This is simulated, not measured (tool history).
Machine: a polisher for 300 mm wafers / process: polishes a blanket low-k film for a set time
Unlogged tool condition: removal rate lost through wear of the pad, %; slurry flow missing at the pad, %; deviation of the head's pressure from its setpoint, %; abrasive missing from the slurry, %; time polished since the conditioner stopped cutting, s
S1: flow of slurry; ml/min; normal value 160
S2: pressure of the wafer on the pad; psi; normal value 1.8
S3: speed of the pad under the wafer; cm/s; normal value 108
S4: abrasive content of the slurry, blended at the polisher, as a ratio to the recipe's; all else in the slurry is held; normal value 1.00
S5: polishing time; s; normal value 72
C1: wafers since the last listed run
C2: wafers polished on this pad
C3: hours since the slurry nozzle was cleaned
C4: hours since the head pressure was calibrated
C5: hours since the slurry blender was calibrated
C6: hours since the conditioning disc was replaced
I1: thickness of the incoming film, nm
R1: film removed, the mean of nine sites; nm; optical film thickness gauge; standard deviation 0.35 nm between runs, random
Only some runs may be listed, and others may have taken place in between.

| run | hour | S1 | S2 | S3 | S4 | S5 | C1 | C2 | C3 | C4 | C5 | C6 | I1 | R1 |
|---|---|---|---|---|---|---|---|---|---|---|---|---|---|---|
| 1 | 0.0 | 160 | 1.8 | 108 | 1.00 | 72 | 0 | 2899 | 21.3 | 604.8 | 404.6 | 445.0 | 331.3 | 22.4 |
| 2 | 44.3 | 160 | 1.8 | 108 | 1.00 | 72 | 301 | 3200 | 65.6 | 649.1 | 448.9 | 489.3 | 330.5 | 21.8 |
|  | 74.5 | conditioning disc replaced and pad reconditioned |
|  | 112.6 | slurry blender recalibrated |
| 3 | 145.9 | 160 | 1.8 | 108 | 1.00 | 72 | 663 | 3864 | 167.2 | 750.7 | 33.3 | 71.4 | 331.0 | 21.5 |
|  | 178.5 | worn pad replaced by a new one |
| 4 | 216.7 | 160 | 1.8 | 108 | 1.00 | 72 | 454 | 260 | 238.0 | 821.5 | 104.1 | 142.2 | 325.8 | 23.6 |
| 5 | 262.8 | 160 | 1.8 | 108 | 1.00 | 72 | 313 | 573 | 284.1 | 867.6 | 150.2 | 188.3 | 327.9 | 23.4 |
|  | 302.7 | head pressure recalibrated |
| 6 | 367.7 | 160 | 1.8 | 92 | 1.25 | 72 | 699 | 1273 | 389.0 | 65.0 | 255.1 | 293.2 | 330.8 | 22.2 |
| 7 | 474.8 | 160 | 1.8 | 92 | 1.25 | 72 | 728 | 2002 | 496.1 | 172.1 | 362.2 | 400.3 | 329.5 | 21.3 |
|  | 527.9 | slurry nozzle cleaned |
| 8 | 571.7 | 160 | 1.8 | 92 | 1.25 | 72 | 652 | 2654 | 43.8 | 269.0 | 459.1 | 497.2 | 333.1 | 21.7 |
|  | 578.1 | conditioning disc replaced and pad reconditioned |
| 9 | 654.9 | 160 | 1.8 | 144 | 1.00 | 72 | 552 | 3206 | 127.0 | 352.2 | 542.3 | 76.8 | 327.2 | 26.7 |
|  | 723.7 | slurry blender recalibrated |
|  | 730.1 | worn pad replaced by a new one |
| 10 | 738.5 | 160 | 1.8 | 108 | 1.00 | 72 | 527 | 56 | 210.6 | 435.8 | 14.8 | 160.4 | 329.4 | 24.3 |
| 11 | 821.5 | 160 | 1.8 | 108 | 1.00 | 55 | 564 | 621 | 293.6 | 518.8 | 97.8 | 243.4 | 329.5 | 17.7 |
| 12 | 905.2 | 160 | 1.8 | 108 | 1.15 | 64 | 569 | 1190 | 377.3 | 602.5 | 181.5 | 327.1 | 327.3 | 21.3 |
| 13 | 949.3 | 160 | 1.2 | 86 | 0.80 | 72 | 299 | 1490 | 421.4 | 646.6 | 225.6 | 371.2 | 328.0 | 10.4 |
| 14 | 1026.7 | 160 | 1.8 | 108 | 1.00 | 72 | 526 | 2017 | 498.8 | 724.0 | 303.0 | 448.6 | 324.2 | 21.0 |
|  | 1054.5 | slurry nozzle cleaned |
|  | 1081.8 | conditioning disc replaced and pad reconditioned |
| 15 | 1121.4 | 160 | 2.0 | 130 | 1.00 | 72 | 623 | 2640 | 66.9 | 818.7 | 397.7 | 39.6 | 328.4 | 27.5 |
|  | 1190.0 | head pressure recalibrated |
| 16 | 1199.0 | 140 | 1.8 | 108 | 1.00 | 72 | 514 | 3155 | 144.5 | 9.0 | 475.3 | 117.2 | 334.1 | 20.6 |
|  | 1279.3 | slurry blender recalibrated |
| 17 | 1283.9 | 160 | 1.5 | 108 | 1.00 | 72 | 563 | 3719 | 229.4 | 93.9 | 4.6 | 202.1 | 334.5 | 17.2 |
|  | 1349.4 | worn pad replaced by a new one |
| 18 | 1369.5 | 160 | 1.4 | 72 | 0.70 | 82 | 555 | 136 | 315.0 | 179.5 | 90.2 | 287.7 | 323.5 | 11.2 |
| 19 | 1465.5 | 120 | 1.8 | 108 | 1.00 | 72 | 652 | 789 | 411.0 | 275.5 | 186.2 | 383.7 | 329.4 | 21.1 |
| 20 | 1562.7 | 175 | 1.8 | 108 | 0.85 | 54 | 661 | 1451 | 508.2 | 372.7 | 283.4 | 480.9 | 329.0 | 15.0 |
|  | 1567.6 | slurry nozzle cleaned |
| 21 | 1637.2 | 185 | 1.8 | 108 | 1.00 | 72 | 499 | 1951 | 69.6 | 447.2 | 357.9 | 555.4 | 329.8 | 24.0 |
|  | 1695.8 | conditioning disc replaced and pad reconditioned |
| 22 | 1716.7 | 160 | 1.8 | 108 | 1.00 | 72 | 527 | 2478 | 149.1 | 526.7 | 437.4 | 20.9 | 325.0 | 22.2 |
| 23 | 1803.7 | 160 | 1.8 | 108 | 1.00 | 55 | 591 | 3069 | 236.1 | 613.7 | 524.4 | 107.9 | 326.3 | 16.2 |
|  | 1819.1 | slurry blender recalibrated |
| 24 | 1850.6 | 160 | 1.6 | 108 | 1.15 | 72 | 305 | 3375 | 283.0 | 660.6 | 31.5 | 154.8 | 333.0 | 20.3 |
|  | 1860.3 | worn pad replaced by a new one |
| 25 | 1915.0 | 195 | 1.8 | 80 | 1.00 | 72 | 410 | 372 | 347.4 | 725.0 | 95.9 | 219.2 | 336.3 | 18.9 |
| 26 | 1989.9 | 185 | 1.2 | 108 | 1.00 | 79 | 509 | 881 | 422.3 | 799.9 | 170.8 | 294.1 | 333.6 | 16.9 |

3 options for the next run, each taken on its own from the tool as it stands now. Forecast them:
| A | 1990.3 | 180 | 1.8 | 108 | 1.00 | 72 | 2 | 884 | 422.7 | 800.3 | 171.2 | 294.5 | 330.2 | ? |
| B | 1990.3 | 135 | 1.8 | 108 | 1.00 | 72 | 2 | 884 | 422.7 | 800.3 | 171.2 | 294.5 | 330.2 | ? |
| C | 1990.3 | 185 | 1.8 | 140 | 1.00 | 72 | 2 | 884 | 422.7 | 800.3 | 171.2 | 294.5 | 330.2 | ? |

| run | R1 |
|---|---|
| A | 22.8 |
| B | 21.3 |
| C | 28.3 |
What these runs would have given with no unlogged condition in the tool:
| run | R1 |
|---|---|
| A | 25.6 |
| B | 24.3 |
| C | 31.6 |
